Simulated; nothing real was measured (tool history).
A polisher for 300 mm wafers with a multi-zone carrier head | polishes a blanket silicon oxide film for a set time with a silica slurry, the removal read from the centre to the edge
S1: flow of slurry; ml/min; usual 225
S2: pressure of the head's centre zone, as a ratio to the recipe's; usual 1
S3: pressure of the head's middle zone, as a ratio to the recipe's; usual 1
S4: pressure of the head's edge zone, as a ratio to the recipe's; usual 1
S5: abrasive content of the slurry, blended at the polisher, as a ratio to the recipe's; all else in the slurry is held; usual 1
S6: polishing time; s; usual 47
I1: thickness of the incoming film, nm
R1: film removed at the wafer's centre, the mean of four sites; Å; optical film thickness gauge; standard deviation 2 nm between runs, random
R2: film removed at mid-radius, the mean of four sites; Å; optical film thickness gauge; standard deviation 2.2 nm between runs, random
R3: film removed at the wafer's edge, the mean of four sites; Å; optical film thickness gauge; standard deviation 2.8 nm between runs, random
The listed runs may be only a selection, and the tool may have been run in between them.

run	hour	S1	S2	S3	S4	S5	S6	I1	R1	R2	R3
1	0	225	1	1	1	1	47	1542	2049	1766	1878
# hour 25.8: centre zone pressure recalibrated
2	106	250	1	1	1	1	47	1546.3	1939	1844	1927
# hour 117: worn pad replaced by a new one
3	157.2	250	1	1	1	1	47	1532.2	1897	1813	1878
4	210.1	250	1	1	1	1	47	1544	1962	1823	1880
5	251.1	225	1	1	1	1	47	1533.6	1950	1790	1913
# hour 271.2: worn pad replaced by a new one
6	332	225	1	1	1	1	47	1518.6	1972	1806	1888
# hour 338: edge zone pressure recalibrated
# hour 421.6: carrier head's membrane replaced by a new one
# hour 427: worn pad replaced by a new one
7	437.3	225	1	1	1	1	47	1527.3	1965	1852	1918
8	496.1	225	1	1	1	1	47	1549.9	2011	1827	1875
# hour 504: slurry nozzle cleaned
9	532.6	255	0.91	1.11	1	1	47	1510	1863	2049	1915
10	605.9	225	1	0.9	1	1	34	1547.2	1485	1177	1382
# hour 611.9: worn pad replaced by a new one
# hour 645.2: centre zone pressure recalibrated
11	668.1	225	0.93	1	1	1	32	1538.9	1184	1226	1295
12	744	250	1	1	0.91	1.15	47	1525	2019	1953	2004
# hour 786.5: worn pad replaced by a new one
13	822.3	165	1	1.1	1	1	60	1533.1	2380	2449	2384
14	869.8	200	1	0.91	1.06	1.2	47	1563.5	2057	1792	2095

5 options for the next run, each taken on its own from the tool as it stands now. Forecast them:
A	870.2	225	1	1	1	1	47	1529.6	?	?	?
B	870.2	225	1	1	1	1	32	1529.6	?	?	?
C	870.2	225	1	1	1.03	1	47	1529.6	?	?	?
D	870.2	145	1.08	1	1	1	55	1529.6	?	?	?
E	870.2	225	1	0.9	0.88	0.75	35	1529.6	?	?	?

run	R1	R2	R3
A	1936	1827	1925
B	1318	1244	1311
C	1936	1827	1948
D	2328	2044	2180
E	1260	1090	1197
What these runs would have given with no unlogged condition in the tool:
run	R1	R2	R3
A	1886	1828	1925
B	1284	1244	1311
C	1886	1827	1948
D	2268	2045	2180
E	1227	1090	1197

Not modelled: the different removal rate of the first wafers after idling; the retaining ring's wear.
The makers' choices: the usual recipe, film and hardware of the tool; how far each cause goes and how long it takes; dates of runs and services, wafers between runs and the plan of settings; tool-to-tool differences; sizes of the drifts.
